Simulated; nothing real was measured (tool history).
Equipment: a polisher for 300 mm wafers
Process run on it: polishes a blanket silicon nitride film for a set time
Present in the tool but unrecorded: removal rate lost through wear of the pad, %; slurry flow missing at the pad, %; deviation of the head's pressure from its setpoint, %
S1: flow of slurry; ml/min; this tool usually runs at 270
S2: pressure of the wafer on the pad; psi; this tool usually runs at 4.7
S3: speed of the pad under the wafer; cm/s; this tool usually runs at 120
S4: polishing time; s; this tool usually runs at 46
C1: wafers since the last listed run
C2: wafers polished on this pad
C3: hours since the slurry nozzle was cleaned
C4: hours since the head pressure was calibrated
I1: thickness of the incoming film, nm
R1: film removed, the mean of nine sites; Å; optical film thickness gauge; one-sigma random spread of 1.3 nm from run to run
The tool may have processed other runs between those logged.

{"run": 1, "hour": 0.0, "S1": 270, "S2": 4.7, "S3": 120, "S4": 46, "C1": 0, "C2": 454, "C3": 121.8, "C4": 586.1, "I1": 460.3, "R1": 985}
{"run": 2, "hour": 58.1, "S1": 270, "S2": 4.7, "S3": 120, "S4": 46, "C1": 759, "C2": 1213, "C3": 179.9, "C4": 644.2, "I1": 456.9, "R1": 955}
{"hour": 153.0, "done": "head pressure recalibrated"}
{"run": 3, "hour": 163.3, "S1": 270, "S2": 4.7, "S3": 120, "S4": 46, "C1": 1349, "C2": 2563, "C3": 285.1, "C4": 10.3, "I1": 462.8, "R1": 930}
{"run": 4, "hour": 245.8, "S1": 270, "S2": 4.7, "S3": 148, "S4": 53, "C1": 1078, "C2": 3641, "C3": 367.6, "C4": 92.8, "I1": 457.7, "R1": 1213}
{"run": 5, "hour": 313.7, "S1": 340, "S2": 4.7, "S3": 120, "S4": 46, "C1": 887, "C2": 4529, "C3": 435.5, "C4": 160.7, "I1": 460, "R1": 925}
{"run": 6, "hour": 356.4, "S1": 340, "S2": 4.7, "S3": 120, "S4": 46, "C1": 558, "C2": 5087, "C3": 478.2, "C4": 203.4, "I1": 464.3, "R1": 929}
{"run": 7, "hour": 397.4, "S1": 340, "S2": 4.7, "S3": 120, "S4": 46, "C1": 535, "C2": 5623, "C3": 519.2, "C4": 244.4, "I1": 458.8, "R1": 916}
{"run": 8, "hour": 498.1, "S1": 270, "S2": 4.7, "S3": 120, "S4": 46, "C1": 1316, "C2": 6939, "C3": 619.9, "C4": 345.1, "I1": 462.9, "R1": 888}
{"run": 9, "hour": 582.8, "S1": 270, "S2": 4.7, "S3": 120, "S4": 46, "C1": 1107, "C2": 8047, "C3": 704.6, "C4": 429.8, "I1": 451.4, "R1": 864}
{"run": 10, "hour": 619.5, "S1": 270, "S2": 4.7, "S3": 120, "S4": 46, "C1": 479, "C2": 8526, "C3": 741.3, "C4": 466.5, "I1": 457.9, "R1": 863}
{"hour": 679.8, "done": "worn pad replaced by a new one"}
{"run": 11, "hour": 746.8, "S1": 270, "S2": 4.7, "S3": 120, "S4": 46, "C1": 1611, "C2": 875, "C3": 868.6, "C4": 593.8, "I1": 453, "R1": 913}
{"hour": 780.5, "done": "slurry nozzle cleaned"}
{"run": 12, "hour": 792.5, "S1": 270, "S2": 4.7, "S3": 120, "S4": 46, "C1": 584, "C2": 1459, "C3": 12, "C4": 639.5, "I1": 459.3, "R1": 994}
{"run": 13, "hour": 898.8, "S1": 215, "S2": 3.3, "S3": 120, "S4": 46, "C1": 1389, "C2": 2849, "C3": 118.3, "C4": 745.8, "I1": 464, "R1": 651}
{"run": 14, "hour": 967.8, "S1": 270, "S2": 3.1, "S3": 152, "S4": 46, "C1": 902, "C2": 3751, "C3": 187.3, "C4": 814.8, "I1": 460.6, "R1": 720}
{"hour": 992.1, "done": "head pressure recalibrated"}
{"run": 15, "hour": 1042.5, "S1": 270, "S2": 4.7, "S3": 120, "S4": 46, "C1": 950, "C2": 4701, "C3": 262, "C4": 50.4, "I1": 462.8, "R1": 915}
{"run": 16, "hour": 1103.3, "S1": 270, "S2": 5.9, "S3": 120, "S4": 34, "C1": 794, "C2": 5496, "C3": 322.8, "C4": 111.2, "I1": 461.5, "R1": 850}
{"run": 17, "hour": 1196.2, "S1": 295, "S2": 4.7, "S3": 84, "S4": 46, "C1": 1214, "C2": 6711, "C3": 415.7, "C4": 204.1, "I1": 462.8, "R1": 720}
{"run": 18, "hour": 1295.5, "S1": 270, "S2": 4.7, "S3": 120, "S4": 55, "C1": 1298, "C2": 8009, "C3": 515, "C4": 303.4, "I1": 458.4, "R1": 1063}
{"run": 19, "hour": 1388.0, "S1": 270, "S2": 4.7, "S3": 144, "S4": 46, "C1": 1209, "C2": 9218, "C3": 607.5, "C4": 395.9, "I1": 464.1, "R1": 990}
{"hour": 1462.4, "done": "worn pad replaced by a new one"}
{"run": 20, "hour": 1470.1, "S1": 270, "S2": 4.7, "S3": 120, "S4": 46, "C1": 1020, "C2": 101, "C3": 689.6, "C4": 478, "I1": 469.4, "R1": 932}
{"run": 21, "hour": 1524.5, "S1": 270, "S2": 4.7, "S3": 120, "S4": 46, "C1": 711, "C2": 812, "C3": 744, "C4": 532.4, "I1": 466.1, "R1": 906}
{"run": 22, "hour": 1578.6, "S1": 270, "S2": 5.2, "S3": 134, "S4": 46, "C1": 707, "C2": 1519, "C3": 798.1, "C4": 586.5, "I1": 464, "R1": 1084}
{"hour": 1607.9, "done": "slurry nozzle cleaned"}
{"run": 23, "hour": 1623.1, "S1": 270, "S2": 4.7, "S3": 140, "S4": 46, "C1": 568, "C2": 2088, "C3": 15.2, "C4": 631, "I1": 464.8, "R1": 1072}
{"run": 24, "hour": 1707.1, "S1": 310, "S2": 4.7, "S3": 104, "S4": 46, "C1": 1098, "C2": 3186, "C3": 99.2, "C4": 715, "I1": 464.3, "R1": 844}
{"run": 25, "hour": 1791.2, "S1": 270, "S2": 3.1, "S3": 120, "S4": 56, "C1": 1099, "C2": 4285, "C3": 183.3, "C4": 799.1, "I1": 456.8, "R1": 730}
{"run": 26, "hour": 1843.0, "S1": 350, "S2": 4.7, "S3": 152, "S4": 36, "C1": 677, "C2": 4962, "C3": 235.1, "C4": 850.9, "I1": 459.2, "R1": 872}
{"hour": 1888.5, "done": "head pressure recalibrated"}
{"run": 27, "hour": 1905.6, "S1": 270, "S2": 4.7, "S3": 120, "S4": 46, "C1": 792, "C2": 5754, "C3": 297.7, "C4": 17.1, "I1": 454.6, "R1": 914}
{"run": 28, "hour": 2005.9, "S1": 345, "S2": 6, "S3": 146, "S4": 37, "C1": 1311, "C2": 7066, "C3": 398, "C4": 117.4, "I1": 466.2, "R1": 1058}
{"run": 29, "hour": 2067.2, "S1": 270, "S2": 5.2, "S3": 154, "S4": 46, "C1": 801, "C2": 7867, "C3": 459.3, "C4": 178.7, "I1": 454.8, "R1": 1173}
{"run": 30, "hour": 2158.0, "S1": 240, "S2": 3.3, "S3": 134, "S4": 46, "C1": 1186, "C2": 9054, "C3": 550.1, "C4": 269.5, "I1": 461.3, "R1": 664}
{"hour": 2196.3, "done": "worn pad replaced by a new one"}
{"run": 31, "hour": 2236.0, "S1": 270, "S2": 4.7, "S3": 120, "S4": 46, "C1": 967, "C2": 519, "C3": 628.1, "C4": 347.5, "I1": 460.4, "R1": 937}
{"run": 32, "hour": 2305.8, "S1": 270, "S2": 3.6, "S3": 130, "S4": 34, "C1": 912, "C2": 1431, "C3": 697.9, "C4": 417.3, "I1": 459.1, "R1": 549}
{"hour": 2347.0, "done": "slurry nozzle cleaned"}
{"run": 33, "hour": 2403.8, "S1": 270, "S2": 4.7, "S3": 120, "S4": 39, "C1": 1268, "C2": 2699, "C3": 56.8, "C4": 515.3, "I1": 458.3, "R1": 813}
{"run": 34, "hour": 2496.8, "S1": 305, "S2": 4.7, "S3": 90, "S4": 46, "C1": 1215, "C2": 3915, "C3": 149.8, "C4": 608.3, "I1": 458.6, "R1": 779}
{"hour": 2605.8, "done": "head pressure recalibrated"}
{"run": 35, "hour": 2770.7, "S1": 270, "S2": 4.7, "S3": 120, "S4": 46, "C1": 3554, "C2": 7469, "C3": 423.7, "C4": 164.9, "I1": 454.7, "R1": 888}
{"run": 36, "hour": 2842.7, "S1": 270, "S2": 5.2, "S3": 120, "S4": 46, "C1": 941, "C2": 8411, "C3": 495.7, "C4": 236.9, "I1": 464.9, "R1": 991}

Consider 5 possible next runs. They are alternatives, not a sequence: every one starts from the tool as it was left by run 36. What does each give?
{"run": "A", "hour": 2843.1, "S1": 270, "S2": 4.7, "S3": 88, "S4": 46, "C1": 5, "C2": 8416, "C3": 496.1, "C4": 237.3, "I1": 458.1, "R1": "?"}
{"run": "B", "hour": 2843.1, "S1": 230, "S2": 4.7, "S3": 132, "S4": 46, "C1": 5, "C2": 8416, "C3": 496.1, "C4": 237.3, "I1": 458.1, "R1": "?"}
{"run": "C", "hour": 2843.1, "S1": 335, "S2": 4.7, "S3": 120, "S4": 46, "C1": 5, "C2": 8416, "C3": 496.1, "C4": 237.3, "I1": 458.1, "R1": "?"}
{"run": "D", "hour": 2843.1, "S1": 355, "S2": 4.7, "S3": 120, "S4": 38, "C1": 5, "C2": 8416, "C3": 496.1, "C4": 237.3, "I1": 458.1, "R1": "?"}
{"run": "E", "hour": 2843.1, "S1": 270, "S2": 5.6, "S3": 120, "S4": 46, "C1": 5, "C2": 8416, "C3": 496.1, "C4": 237.3, "I1": 458.1, "R1": "?"}

run=A R1=714
run=B R1=921
run=C R1=910
run=D R1=757
run=E R1=1053
Stripped of hidden state, with their random variation kept, the same runs would have yielded:
run=A R1=816
run=B R1=1063
run=C R1=1029
run=D R1=854
run=E R1=1203
